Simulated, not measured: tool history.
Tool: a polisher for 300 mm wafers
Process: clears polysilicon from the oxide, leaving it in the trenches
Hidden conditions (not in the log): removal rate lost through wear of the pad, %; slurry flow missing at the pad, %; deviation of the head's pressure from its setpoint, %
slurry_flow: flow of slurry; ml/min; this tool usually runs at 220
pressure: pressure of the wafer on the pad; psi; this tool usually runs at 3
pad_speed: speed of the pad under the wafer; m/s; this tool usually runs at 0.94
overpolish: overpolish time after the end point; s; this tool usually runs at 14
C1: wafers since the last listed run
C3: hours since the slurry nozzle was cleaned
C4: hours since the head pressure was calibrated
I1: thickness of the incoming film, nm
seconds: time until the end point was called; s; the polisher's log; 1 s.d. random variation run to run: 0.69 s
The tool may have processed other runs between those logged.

{"run": 1, "day": 0.0, "slurry_flow": 220, "pressure": 3, "pad_speed": 0.94, "overpolish": 14, "C1": 0, "wafers polished on this pad": 1127, "C3": 341.2, "C4": 136.3, "I1": 619.7, "seconds": 53.4}
{"run": 2, "day": 2.558, "slurry_flow": 220, "pressure": 3, "pad_speed": 0.94, "overpolish": 14, "C1": 520, "wafers polished on this pad": 1648, "C3": 402.6, "C4": 197.7, "I1": 617.7, "seconds": 55.7}
{"run": 3, "day": 5.558, "slurry_flow": 220, "pressure": 3, "pad_speed": 0.94, "overpolish": 14, "C1": 610, "wafers polished on this pad": 2258, "C3": 474.6, "C4": 269.7, "I1": 625.4, "seconds": 57.3}
{"day": 7.392, "done": "worn pad replaced by a new one"}
{"day": 9.879, "done": "slurry nozzle cleaned"}
{"run": 4, "day": 14.479, "slurry_flow": 220, "pressure": 3, "pad_speed": 0.94, "overpolish": 14, "C1": 1772, "wafers polished on this pad": 1433, "C3": 110.4, "C4": 483.8, "I1": 615.5, "seconds": 55.1}
{"run": 5, "day": 17.892, "slurry_flow": 220, "pressure": 3, "pad_speed": 0.94, "overpolish": 14, "C1": 694, "wafers polished on this pad": 2128, "C3": 192.3, "C4": 565.7, "I1": 619.7, "seconds": 57.1}
{"day": 19.275, "done": "worn pad replaced by a new one"}
{"run": 6, "day": 22.146, "slurry_flow": 220, "pressure": 3, "pad_speed": 0.94, "overpolish": 14, "C1": 831, "wafers polished on this pad": 583, "C3": 294.4, "C4": 667.8, "I1": 616.7, "seconds": 52.2}
{"run": 7, "day": 26.492, "slurry_flow": 245, "pressure": 3, "pad_speed": 0.94, "overpolish": 14, "C1": 884, "wafers polished on this pad": 1467, "C3": 398.7, "C4": 772.1, "I1": 625.1, "seconds": 53.8}
{"day": 30.062, "done": "worn pad replaced by a new one"}
{"day": 30.425, "done": "slurry nozzle cleaned"}
{"run": 8, "day": 30.854, "slurry_flow": 220, "pressure": 3, "pad_speed": 0.74, "overpolish": 14, "C1": 845, "wafers polished on this pad": 152, "C3": 10.3, "C4": 876.8, "I1": 625.9, "seconds": 62.5}
{"day": 33.825, "done": "head pressure recalibrated"}
{"run": 9, "day": 34.212, "slurry_flow": 220, "pressure": 3, "pad_speed": 0.94, "overpolish": 14, "C1": 666, "wafers polished on this pad": 818, "C3": 90.9, "C4": 9.3, "I1": 616.5, "seconds": 52.9}
{"run": 10, "day": 36.617, "slurry_flow": 220, "pressure": 3, "pad_speed": 0.94, "overpolish": 14, "C1": 489, "wafers polished on this pad": 1307, "C3": 148.6, "C4": 67, "I1": 612.2, "seconds": 54.7}
{"run": 11, "day": 38.279, "slurry_flow": 155, "pressure": 3, "pad_speed": 0.86, "overpolish": 14, "C1": 338, "wafers polished on this pad": 1646, "C3": 188.5, "C4": 106.9, "I1": 617.9, "seconds": 63}
{"day": 40.154, "done": "worn pad replaced by a new one"}
{"run": 12, "day": 40.175, "slurry_flow": 285, "pressure": 2.7, "pad_speed": 0.68, "overpolish": 18, "C1": 351, "wafers polished on this pad": 3, "C3": 234, "C4": 152.4, "I1": 618.5, "seconds": 69.8}
{"run": 13, "day": 43.462, "slurry_flow": 220, "pressure": 3, "pad_speed": 0.94, "overpolish": 14, "C1": 668, "wafers polished on this pad": 672, "C3": 312.9, "C4": 231.3, "I1": 621.6, "seconds": 53.2}
{"run": 14, "day": 46.362, "slurry_flow": 170, "pressure": 2.5, "pad_speed": 1.22, "overpolish": 14, "C1": 590, "wafers polished on this pad": 1262, "C3": 382.5, "C4": 300.9, "I1": 611.2, "seconds": 54.5}
{"run": 15, "day": 49.767, "slurry_flow": 280, "pressure": 3.3, "pad_speed": 1.22, "overpolish": 6, "C1": 692, "wafers polished on this pad": 1955, "C3": 464.2, "C4": 382.6, "I1": 623.6, "seconds": 40.4}
{"day": 50.658, "done": "slurry nozzle cleaned"}
{"day": 52.967, "done": "worn pad replaced by a new one"}
{"run": 16, "day": 53.354, "slurry_flow": 260, "pressure": 3, "pad_speed": 0.94, "overpolish": 14, "C1": 687, "wafers polished on this pad": 78, "C3": 64.7, "C4": 468.7, "I1": 607.4, "seconds": 48.2}
{"run": 17, "day": 57.488, "slurry_flow": 220, "pressure": 2.4, "pad_speed": 1.2, "overpolish": 9, "C1": 840, "wafers polished on this pad": 919, "C3": 163.9, "C4": 567.9, "I1": 630.9, "seconds": 56.1}

What if the next run were any one of these 5? Each begins from the tool's condition after run 17:
{"run": "A", "day": 57.504, "slurry_flow": 220, "pressure": 3, "pad_speed": 0.94, "overpolish": 18, "C1": 3, "wafers polished on this pad": 922, "C3": 164.3, "C4": 568.3, "I1": 619.7, "seconds": "?"}
{"run": "B", "day": 57.504, "slurry_flow": 170, "pressure": 3.8, "pad_speed": 1.04, "overpolish": 17, "C1": 3, "wafers polished on this pad": 922, "C3": 164.3, "C4": 568.3, "I1": 619.7, "seconds": "?"}
{"run": "C", "day": 57.504, "slurry_flow": 295, "pressure": 3.9, "pad_speed": 0.94, "overpolish": 7, "C1": 3, "wafers polished on this pad": 922, "C3": 164.3, "C4": 568.3, "I1": 619.7, "seconds": "?"}
{"run": "D", "day": 57.504, "slurry_flow": 265, "pressure": 2.7, "pad_speed": 0.94, "overpolish": 14, "C1": 3, "wafers polished on this pad": 922, "C3": 164.3, "C4": 568.3, "I1": 619.7, "seconds": "?"}
{"run": "E", "day": 57.504, "slurry_flow": 185, "pressure": 3, "pad_speed": 1.12, "overpolish": 6, "C1": 3, "wafers polished on this pad": 922, "C3": 164.3, "C4": 568.3, "I1": 619.7, "seconds": "?"}

run=A seconds=53.3
run=B seconds=40.6
run=C seconds=39.7
run=D seconds=57.9
run=E seconds=47.8
The same runs, with their run-to-run variation unchanged, on a tool lacking any hidden condition would have given:
run=A seconds=50.7
run=B seconds=38.6
run=C seconds=37.7
run=D seconds=55.1
run=E seconds=45.4
